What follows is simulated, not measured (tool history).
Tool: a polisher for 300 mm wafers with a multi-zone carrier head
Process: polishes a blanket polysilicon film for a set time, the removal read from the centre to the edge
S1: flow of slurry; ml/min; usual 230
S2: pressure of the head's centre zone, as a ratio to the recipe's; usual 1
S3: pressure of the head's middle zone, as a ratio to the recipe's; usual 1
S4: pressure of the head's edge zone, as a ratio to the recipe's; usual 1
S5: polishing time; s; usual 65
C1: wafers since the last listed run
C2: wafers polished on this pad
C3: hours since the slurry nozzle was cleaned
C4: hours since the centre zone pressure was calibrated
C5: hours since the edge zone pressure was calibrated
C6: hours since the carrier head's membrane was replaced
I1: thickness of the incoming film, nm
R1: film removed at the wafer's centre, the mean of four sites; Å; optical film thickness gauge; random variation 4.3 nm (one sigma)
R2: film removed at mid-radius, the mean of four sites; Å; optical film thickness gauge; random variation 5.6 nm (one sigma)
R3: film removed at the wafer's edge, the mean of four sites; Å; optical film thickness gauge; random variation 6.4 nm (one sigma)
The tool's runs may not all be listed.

run   hour   S1    S2    S3    S4  S5   C1   C2     C3     C4     C5      C6      I1    R1    R2    R3
  1      0  230     1  0.95     1  65    0  383  171.3  751.8    478  1630.1  1492.8  3957  4250  4393
  2     17  230     1     1     1  65  220  603  188.3  768.8    495  1647.1  1533.6  3953  4479  4384
  3   30.9  230     1     1     1  65  180  783  202.2  782.7  508.9    1661  1506.2  4010  4391  4538
      45.1  -- slurry nozzle cleaned
      47.5  -- worn pad replaced by a new one
  4   65.4  230     1     1     1  65  402  231   20.3  817.2  543.4  1695.5  1505.5  3951  4446  4402
  5   82.7  285     1     1     1  58  224  455   37.6  834.5  560.7  1712.8  1519.3  3646  4056  3957
     110.5  -- worn pad replaced by a new one
  6    111  285     1     1     1  58  314    7   65.9  862.8    589  1741.1  1504.9  3655  3983  3968
  7  126.8  285     1     1     1  58  204  211   81.7  878.6  604.8  1756.9  1506.2  3602  4083  3944
  8  148.2  230     1  0.91     1  65  277  488  103.1    900  626.2  1778.3  1492.2  4008  4096  4321
     170.5  -- carrier head's membrane replaced by a new one
     173.2  -- worn pad replaced by a new one
  9  173.7  275     1     1     1  65  230    7  128.6  925.5  651.7     3.2  1505.3  4136  4525  4446
 10  201.5  230     1     1     1  65  360  367  156.4  953.3  679.5      31  1502.7  3972  4419  4419
     208.7  -- centre zone pressure recalibrated
 11  213.8  200  1.12     1     1  65  133  500  168.7    5.1  691.8    43.3  1502.6  4978  4303  4276
 12  227.6  230     1     1     1  65  178  679  182.5   18.9  705.6    57.1  1496.1  4554  4342  4477
     236.4  -- edge zone pressure recalibrated
       243  -- slurry nozzle cleaned
     254.9  -- worn pad replaced by a new one
 13  255.4  285     1  0.93     1  65  269    7   12.4   46.7     19    84.9  1485.7  4514  4233  4603
 14  265.2  270     1  1.11  1.06  65  126  134   22.2   56.5   28.8    94.7  1488.7  4494  4910  4629
 15  286.7  230     1  1.12     1  65  278  412   43.7     78   50.3   116.2  1514.4  4328  4933  4412
 16  313.2  155     1  0.91     1  65  343  755   70.2  104.5   76.8   142.7  1497.9  4006  3890  4313
     319.8  -- worn pad replaced by a new one
 17  328.9  230     1  1.04  0.92  65  151  117   85.9  120.2   92.5   158.4  1501.3  4430  4488  4360
 18  342.1  185  0.91     1  1.09  87  170  288   99.1  133.4  105.7   171.6  1508.9  4983  5774  5894
 19  360.5  230     1     1     1  65  238  526  117.5  151.8  124.1     190    1488  4270  4438  4490

Hidden state or all else? Some run-to-run changes of R1, split into what the settings, what came in and random variation would give without the hidden state, and what is left for the hidden state (with any gauge scatter that isn't in both results):
The hidden state here: removal rate lost through wear of the pad, %; slurry flow missing at the pad, %; deviation of the centre zone's pressure from its setpoint, %; deviation of the edge zone's pressure from its setpoint, %.
Run 10 -> 11: S1 230 -> 200, S2 1 -> 1.12, centre zone pressure recalibrated. R1 +1006 Å: hidden state +521, all else +485.
